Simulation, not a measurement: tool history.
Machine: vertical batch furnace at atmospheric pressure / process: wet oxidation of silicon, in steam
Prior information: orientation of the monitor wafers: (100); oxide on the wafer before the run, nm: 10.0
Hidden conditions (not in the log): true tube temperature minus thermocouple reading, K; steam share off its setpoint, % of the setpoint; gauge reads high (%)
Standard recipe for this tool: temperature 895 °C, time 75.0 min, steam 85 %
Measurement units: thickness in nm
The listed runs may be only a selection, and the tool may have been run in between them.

run,hour,temperature,time,steam,wafers since the last listed run,hours since the last temperature calibration,hours since the steam generator was serviced,hours since the gauge calibration,"read-back reference wafer on the same gauge, thickness",thickness
1,0.0,895,75.0,91,0,3274.5,3407.0,203.7,154.00,168.07
2,37.2,895,75.0,91,766,3311.7,3444.2,240.9,154.17,168.97
3,53.8,895,75.0,85,341,3328.3,3460.8,257.5,154.01,159.54
4,64.0,895,75.0,85,210,3338.5,3471.0,267.7,153.79,159.69
5,70.8,895,75.0,85,140,3345.3,3477.8,274.5,153.91,160.75
6,80.3,901,58.0,85,195,3354.8,3487.3,284.0,153.99,140.45
7,87.9,895,75.0,89,156,3362.4,3494.9,291.6,154.01,165.28
8,95.3,895,75.0,89,152,3369.8,3502.3,299.0,154.06,166.35
# hour 104.5: gauge calibrated
9,106.9,895,87.5,85,238,3381.4,3513.9,2.4,153.85,182.48
10,118.7,895,87.5,85,243,3393.2,3525.7,14.2,153.55,183.23
11,126.9,895,75.0,85,168,3401.4,3533.9,22.4,153.95,159.68
12,144.8,895,75.0,85,368,3419.3,3551.8,40.3,154.31,160.38
13,158.4,914,64.0,85,280,3432.9,3565.4,53.9,153.52,177.37
14,165.6,870,75.0,74,148,3440.1,3572.6,61.1,154.08,99.06
15,176.8,919,108.5,78,230,3451.3,3583.8,72.3,153.85,265.29
# hour 203.1: thermocouples replaced and temperature profile calibrated
16,203.6,895,75.0,85,57,0.5,3610.6,99.1,154.48,158.31
17,207.8,919,108.5,78,86,4.7,3614.8,103.3,154.12,268.06
18,220.0,886,75.0,77,251,16.9,3627.0,115.5,153.87,130.15
# hour 247.8: steam generator serviced
19,248.3,910,75.0,85,88,45.2,0.5,143.8,153.67,194.06
20,252.5,911,59.5,75,86,49.4,4.7,148.0,153.96,144.13
21,261.3,895,75.0,85,181,58.2,13.5,156.8,153.70,158.38
22,269.1,895,75.0,85,160,66.0,21.3,164.6,154.45,160.26
23,298.6,902,75.0,85,607,95.5,50.8,194.1,154.48,175.13
24,310.1,872,107.5,85,236,107.0,62.3,205.6,153.98,158.14

Estimate the outcome of run 25 from the log above:
25,317.1,919,108.5,78,144,114.0,69.3,212.6,?,?

read-back reference wafer on the same gauge, thickness: 154.02
thickness: 268.68 nm
If the tool had no hidden condition, the same run with the same run-to-run variation would have returned thickness 268.68 nm.

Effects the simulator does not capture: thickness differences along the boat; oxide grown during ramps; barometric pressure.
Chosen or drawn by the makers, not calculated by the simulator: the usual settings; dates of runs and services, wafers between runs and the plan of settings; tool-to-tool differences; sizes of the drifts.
